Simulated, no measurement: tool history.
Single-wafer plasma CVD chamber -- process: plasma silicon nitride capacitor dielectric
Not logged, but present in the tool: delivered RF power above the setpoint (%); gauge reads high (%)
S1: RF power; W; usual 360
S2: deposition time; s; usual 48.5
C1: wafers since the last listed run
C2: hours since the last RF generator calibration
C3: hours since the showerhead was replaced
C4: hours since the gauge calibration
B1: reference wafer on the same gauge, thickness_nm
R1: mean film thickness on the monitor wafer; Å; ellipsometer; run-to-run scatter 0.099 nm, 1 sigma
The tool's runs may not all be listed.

run,hour,S1,S2,C1,C2,C3,C4,B1,R1
1,0.0,360,48.5,0,801.7,8206.3,29.4,71.892,645.30
2,9.5,360,48.5,180,811.2,8215.8,38.9,71.929,643.97
3,20.6,360,48.5,211,822.3,8226.9,50.0,71.907,642.63
4,28.2,360,48.5,144,829.9,8234.5,57.6,71.905,644.83
5,37.6,360,48.5,178,839.3,8243.9,67.0,71.925,642.48
6,44.2,360,48.5,125,845.9,8250.5,73.6,71.961,643.57
7,52.6,380,51.7,159,854.3,8258.9,82.0,71.885,700.68
8,62.3,360,48.5,184,864.0,8268.6,91.7,71.950,641.72
9,70.8,410,48.5,161,872.5,8277.1,100.2,71.883,676.53
10,77.0,360,48.5,118,878.7,8283.3,106.4,71.905,640.86
11,90.3,335,52.5,253,892.0,8296.6,119.7,71.895,672.38
12,96.4,315,48.5,116,898.1,8302.7,125.8,71.900,604.31
# hour 101.4: gauge calibrated
# hour 108.4: RF generator calibrated
13,108.9,360,48.5,85,0.5,8315.2,7.5,71.895,661.57

Run 14 comes next. What will it give?
# hour 121.6: showerhead replaced
14,122.1,395,58.2,98,13.7,0.5,20.7,?,?

{"run 14": {"B1": 71.919, "R1": 822.29}}
Were there no unlogged condition in the tool, this run, its random variation unchanged, would have produced R1 824.73 Å.
